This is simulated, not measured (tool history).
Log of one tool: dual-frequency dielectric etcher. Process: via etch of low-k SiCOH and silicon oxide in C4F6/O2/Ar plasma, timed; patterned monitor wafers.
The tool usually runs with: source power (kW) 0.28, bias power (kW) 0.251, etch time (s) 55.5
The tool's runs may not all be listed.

run	day	source power (kW)	bias power (kW)	etch time (s)	read-back reference wafer on the same gauge, depth_nm	mean etch depth across the wafer (angstrom)
1	0	0.26	0.221	55.5	149.7	1454
2	0.85	0.28	0.251	49	149.6	1363
# day 2.25: upper electrode replaced
3	2.271	0.28	0.251	49	150.2	1369
4	2.283	0.28	0.251	49.5	149.8	1378
# day 2.642: bias power generator calibrated
5	4.888	0.28	0.251	49.5	150.1	1391
6	8.083	0.28	0.251	55.5	150.8	1553
7	8.904	0.28	0.251	55.5	150.9	1549
8	10.079	0.28	0.251	55.5	150.8	1572
9	10.708	0.26	0.221	55.5	151.2	1465
10	11.821	0.32	0.279	66	151	2002
11	13.042	0.28	0.251	55.5	151.2	1567
12	14.496	0.26	0.221	55.5	151.5	1480
13	15.962	0.3	0.302	55.5	152	1697
14	16.529	0.3	0.251	64	151.9	1864
# day 16.792: source power generator calibrated
15	17.462	0.3	0.302	55.5	152	1690
16	18.292	0.21	0.194	71.5	151.9	1715
17	19.088	0.25	0.291	60	152	1719
# day 19.504: gauge calibrated
18	19.708	0.32	0.251	55.5	145.8	1567
# day 21.112: wet clean of the chamber
19	21.204	0.28	0.251	60.5	146	1657
20	21.904	0.34	0.234	43.5	146	1241
21	22.775	0.28	0.251	44.5	146.4	1208
22	24.262	0.28	0.251	55.5	146.5	1524
23	25.3	0.25	0.273	40	146.5	1078
24	26.708	0.28	0.251	55.5	146.9	1525
25	27.929	0.34	0.251	39.5	147.2	1159
26	28.546	0.28	0.213	55.5	146.7	1443
27	30.9	0.28	0.192	67	147.4	1708
28	32.188	0.25	0.273	40	147.6	1088
29	33.05	0.31	0.275	47	147.4	1383

State the hidden condition of the tool at each of the runs:
etch rate over this chamber's usual, %: 0 at every run
source power that arrives over what is set, %: 0 at every run
bias power that arrives over what is set, %: 0 at every run
H1: gauge reads high (%)
run	H1
1	2.47
2	2.55
3	2.69
4	2.69
5	2.94
6	3.25
7	3.33
8	3.44
9	3.5
10	3.61
11	3.72
12	3.86
13	4
14	4.06
15	4.15
16	4.23
17	4.3
18	-0.126
19	0.0177
20	0.0849
21	0.169
22	0.311
23	0.411
24	0.546
25	0.663
26	0.723
27	0.949
28	1.07
29	1.15
